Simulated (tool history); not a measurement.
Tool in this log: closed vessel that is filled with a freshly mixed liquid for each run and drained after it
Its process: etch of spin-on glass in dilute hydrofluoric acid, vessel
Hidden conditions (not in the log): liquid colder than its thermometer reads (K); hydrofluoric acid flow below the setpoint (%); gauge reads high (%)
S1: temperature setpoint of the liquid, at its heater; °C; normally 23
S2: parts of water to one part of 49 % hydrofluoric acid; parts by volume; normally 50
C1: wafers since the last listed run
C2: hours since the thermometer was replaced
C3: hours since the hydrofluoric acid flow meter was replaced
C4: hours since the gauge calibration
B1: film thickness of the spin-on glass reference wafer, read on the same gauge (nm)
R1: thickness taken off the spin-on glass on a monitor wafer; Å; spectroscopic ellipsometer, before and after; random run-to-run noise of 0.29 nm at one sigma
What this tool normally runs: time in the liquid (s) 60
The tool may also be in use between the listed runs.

run 1 hour=0 | S1=22 S2=50 time_in_the_liquid_(s)=60 | C1=0 C2=487.3 C3=105.9 C4=425.5 | B1=140.01 | R1=392.3
run 2 hour=67 | S1=22 S2=50 time_in_the_liquid_(s)=60 | C1=4735 C2=554.3 C3=172.9 C4=492.5 | B1=139.97 | R1=394.5
run 3 hour=121.9 | S1=22 S2=50 time_in_the_liquid_(s)=60 | C1=3880 C2=609.2 C3=227.8 C4=547.4 | B1=140.01 | R1=389
run 4 hour=167.7 | S1=23 S2=50 time_in_the_liquid_(s)=40 | C1=3237 C2=655 C3=273.6 C4=593.2 | B1=140.03 | R1=266.9
run 5 hour=227.5 | S1=27 S2=40 time_in_the_liquid_(s)=60 | C1=4226 C2=714.8 C3=333.4 C4=653 | B1=140.03 | R1=589.8
run 6 hour=305.2 | S1=23 S2=50 time_in_the_liquid_(s)=60 | C1=5491 C2=792.5 C3=411.1 C4=730.7 | B1=139.97 | R1=393.3
run 7 hour=365.7 | S1=23 S2=50 time_in_the_liquid_(s)=60 | C1=4275 C2=853 C3=471.6 C4=791.2 | B1=140.02 | R1=387
-- hour=390 hydrofluoric acid flow meter replaced
run 8 hour=446 | S1=23 S2=50 time_in_the_liquid_(s)=60 | C1=5604 C2=933.3 C3=56 C4=871.5 | B1=139.99 | R1=403.2
run 9 hour=531.3 | S1=23 S2=50 time_in_the_liquid_(s)=60 | C1=6028 C2=1018.6 C3=141.3 C4=956.8 | B1=139.97 | R1=396.2
run 10 hour=581.8 | S1=23 S2=50 time_in_the_liquid_(s)=60 | C1=3569 C2=1069.1 C3=191.8 C4=1007.3 | B1=140.01 | R1=390.1
run 11 hour=657.6 | S1=23 S2=50 time_in_the_liquid_(s)=60 | C1=5357 C2=1144.9 C3=267.6 C4=1083.1 | B1=139.97 | R1=393
run 12 hour=745.2 | S1=23 S2=50 time_in_the_liquid_(s)=60 | C1=6191 C2=1232.5 C3=355.2 C4=1170.7 | B1=140.05 | R1=380.8
run 13 hour=831.9 | S1=23 S2=50 time_in_the_liquid_(s)=60 | C1=6127 C2=1319.2 C3=441.9 C4=1257.4 | B1=140.02 | R1=376.7
-- hour=860.3 hydrofluoric acid flow meter replaced
run 14 hour=917.5 | S1=23 S2=50 time_in_the_liquid_(s)=60 | C1=5979 C2=1404.8 C3=57.2 C4=1343 | B1=140.03 | R1=396.7
run 15 hour=962.6 | S1=23 S2=50 time_in_the_liquid_(s)=60 | C1=3187 C2=1449.9 C3=102.3 C4=1388.1 | B1=140.01 | R1=392.7
run 16 hour=1059.1 | S1=23 S2=50 time_in_the_liquid_(s)=60 | C1=6820 C2=1546.4 C3=198.8 C4=1484.6 | B1=139.99 | R1=385.8
-- hour=1065.9 gauge calibrated
run 17 hour=1119.5 | S1=23 S2=65 time_in_the_liquid_(s)=60 | C1=4268 C2=1606.8 C3=259.2 C4=53.6 | B1=140 | R1=289.5

What will run 18 give?
run 18 hour=1175.3 | S1=20.5 S2=35 time_in_the_liquid_(s)=40 | C1=3943 C2=1662.6 C3=315 C4=109.4 | B1=? | R1=?

B1: 140.02
R1: 332.2 Å
With the hidden condition absent and the run-to-run variation left alone, this run would have shown R1 376.4 Å.

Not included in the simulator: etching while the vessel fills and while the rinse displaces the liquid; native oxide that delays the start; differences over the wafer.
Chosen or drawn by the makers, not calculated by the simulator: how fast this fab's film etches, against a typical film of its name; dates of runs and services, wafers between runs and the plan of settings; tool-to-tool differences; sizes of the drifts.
